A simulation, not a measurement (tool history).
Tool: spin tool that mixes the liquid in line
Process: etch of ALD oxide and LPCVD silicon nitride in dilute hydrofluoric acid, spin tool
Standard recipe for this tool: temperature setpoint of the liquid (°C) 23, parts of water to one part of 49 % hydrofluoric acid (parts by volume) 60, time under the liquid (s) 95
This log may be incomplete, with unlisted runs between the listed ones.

| run | hour | temperature setpoint of the liquid (°C) | parts of water to one part of 49 % hydrofluoric acid (parts by volume) | time under the liquid (s) | wafers since the last listed run | hours since the thermometer was replaced | hours since the hydrofluoric acid flow meter was replaced | hours since the gauge calibration | read-back film thickness of the ALD oxide reference wafer, read on the same gauge (nm) | read-back film thickness of the LPCVD silicon nitride reference wafer, read on the same gauge (nm) | thickness taken off the ALD oxide on a monitor wafer (nm) | thickness taken off the LPCVD silicon nitride on a monitor wafer (nm) |
|---|---|---|---|---|---|---|---|---|---|---|---|---|
| 1 | 0 | 23 | 60 | 95 | 0 | 870.4 | 1660.9 | 445.7 | 100.01 | 120.063 | 23.36 | 0.638 |
| 2 | 6.5 | 23 | 60 | 95 | 84 | 876.9 | 1667.4 | 452.2 | 99.98 | 120.021 | 23.31 | 0.636 |
| 3 | 13.8 | 23 | 60 | 95 | 95 | 884.2 | 1674.7 | 459.5 | 99.99 | 119.985 | 23.48 | 0.644 |
| 4 | 28.1 | 23 | 60 | 95 | 186 | 898.5 | 1689 | 473.8 | 100 | 120.02 | 23.56 | 0.624 |
| 5 | 41.3 | 23 | 60 | 95 | 171 | 911.7 | 1702.2 | 487 | 100.01 | 119.975 | 23.57 | 0.667 |
| 6 | 48.1 | 26.5 | 35 | 95 | 88 | 918.5 | 1709 | 493.8 | 100 | 120.021 | 48.25 | 1.285 |
| 7 | 71.4 | 23 | 60 | 45 | 303 | 941.8 | 1732.3 | 517.1 | 100.01 | 120.003 | 10.97 | 0.294 |
|  | 81 | gauge calibrated |
| 8 | 83.4 | 23 | 40 | 55 | 156 | 953.8 | 1744.3 | 2.4 | 100 | 119.968 | 20.92 | 0.56 |
| 9 | 100.1 | 23 | 75 | 70 | 217 | 970.5 | 1761 | 19.1 | 100 | 120.013 | 13.37 | 0.386 |
| 10 | 113.5 | 23 | 60 | 95 | 174 | 983.9 | 1774.4 | 32.5 | 99.99 | 120.014 | 23.41 | 0.61 |
| 11 | 122.1 | 23 | 60 | 95 | 112 | 992.5 | 1783 | 41.1 | 99.98 | 119.981 | 23.39 | 0.614 |
| 12 | 133.8 | 26 | 30 | 135 | 152 | 1004.2 | 1794.7 | 52.8 | 100 | 119.989 | 78.03 | 2.22 |
| 13 | 143.7 | 19.5 | 45 | 95 | 128 | 1014.1 | 1804.6 | 62.7 | 100.01 | 120.033 | 27.14 | 0.638 |
| 14 | 154.9 | 28 | 60 | 95 | 145 | 1025.3 | 1815.8 | 73.9 | 99.99 | 120.002 | 28.41 | 0.912 |
|  | 157.6 | thermometer replaced |
| 15 | 162.3 | 23 | 60 | 95 | 83 | 4.7 | 1823.2 | 81.3 | 100 | 119.984 | 26.32 | 0.837 |
| 16 | 175.9 | 23 | 60 | 75 | 177 | 18.3 | 1836.8 | 94.9 | 100 | 119.985 | 20.53 | 0.606 |
| 17 | 191.4 | 23 | 60 | 95 | 201 | 33.8 | 1852.3 | 110.4 | 99.99 | 119.997 | 26.19 | 0.846 |
|  | 201.9 | hydrofluoric acid flow meter replaced |
| 18 | 206.2 | 20 | 75 | 110 | 179 | 48.6 | 4.3 | 125.2 | 99.98 | 119.995 | 20.96 | 0.573 |
| 19 | 258.3 | 23 | 60 | 95 | 678 | 100.7 | 56.4 | 177.3 | 99.99 | 120.058 | 25.98 | 0.733 |
| 20 | 270.7 | 27.5 | 35 | 140 | 161 | 113.1 | 68.8 | 189.7 | 100 | 119.987 | 80.46 | 2.5 |
| 21 | 277.9 | 27 | 40 | 135 | 93 | 120.3 | 76 | 196.9 | 100.01 | 119.983 | 66.38 | 2.131 |
| 22 | 287.5 | 23 | 60 | 65 | 125 | 129.9 | 85.6 | 206.5 | 99.98 | 120.026 | 17.7 | 0.54 |
| 23 | 304.6 | 23 | 60 | 95 | 222 | 147 | 102.7 | 223.6 | 100 | 119.982 | 25.65 | 0.745 |
| 24 | 314.4 | 20 | 50 | 95 | 127 | 156.8 | 112.5 | 233.4 | 100.01 | 120.013 | 27.64 | 0.736 |
| 25 | 327.5 | 23 | 60 | 95 | 170 | 169.9 | 125.6 | 246.5 | 100.01 | 120.009 | 25.52 | 0.71 |

Predict each of these 5 candidate next runs independently; none follows another, all start after run 25:
| A | 327.9 | 23 | 70 | 95 | 5 | 170.3 | 126 | 246.9 | ? | ? | ? | ? |
| B | 327.9 | 20 | 50 | 80 | 5 | 170.3 | 126 | 246.9 | ? | ? | ? | ? |
| C | 327.9 | 24.5 | 85 | 135 | 5 | 170.3 | 126 | 246.9 | ? | ? | ? | ? |
| D | 327.9 | 19 | 60 | 80 | 5 | 170.3 | 126 | 246.9 | ? | ? | ? | ? |
| E | 327.9 | 27 | 35 | 140 | 5 | 170.3 | 126 | 246.9 | ? | ? | ? | ? |

| run | read-back film thickness of the ALD oxide reference wafer, read on the same gauge (nm) | read-back film thickness of the LPCVD silicon nitride reference wafer, read on the same gauge (nm) | thickness taken off the ALD oxide on a monitor wafer (nm) | thickness taken off the LPCVD silicon nitride on a monitor wafer (nm) |
|---|---|---|---|---|
| A | 99.99 | 119.949 | 21.73 | 0.638 |
| B | 99.99 | 119.949 | 23.15 | 0.607 |
| C | 99.99 | 119.949 | 26.52 | 0.829 |
| D | 99.99 | 119.949 | 18.27 | 0.474 |
| E | 99.99 | 119.949 | 79.05 | 2.425 |
Take away the tool's hidden state, keep each run's random variation, and the runs would have read:
| run | thickness taken off the ALD oxide on a monitor wafer (nm) | thickness taken off the LPCVD silicon nitride on a monitor wafer (nm) |
|---|---|---|
| A | 22.18 | 0.66 |
| B | 23.65 | 0.629 |
| C | 27.06 | 0.856 |
| D | 18.67 | 0.491 |
| E | 80.68 | 2.507 |
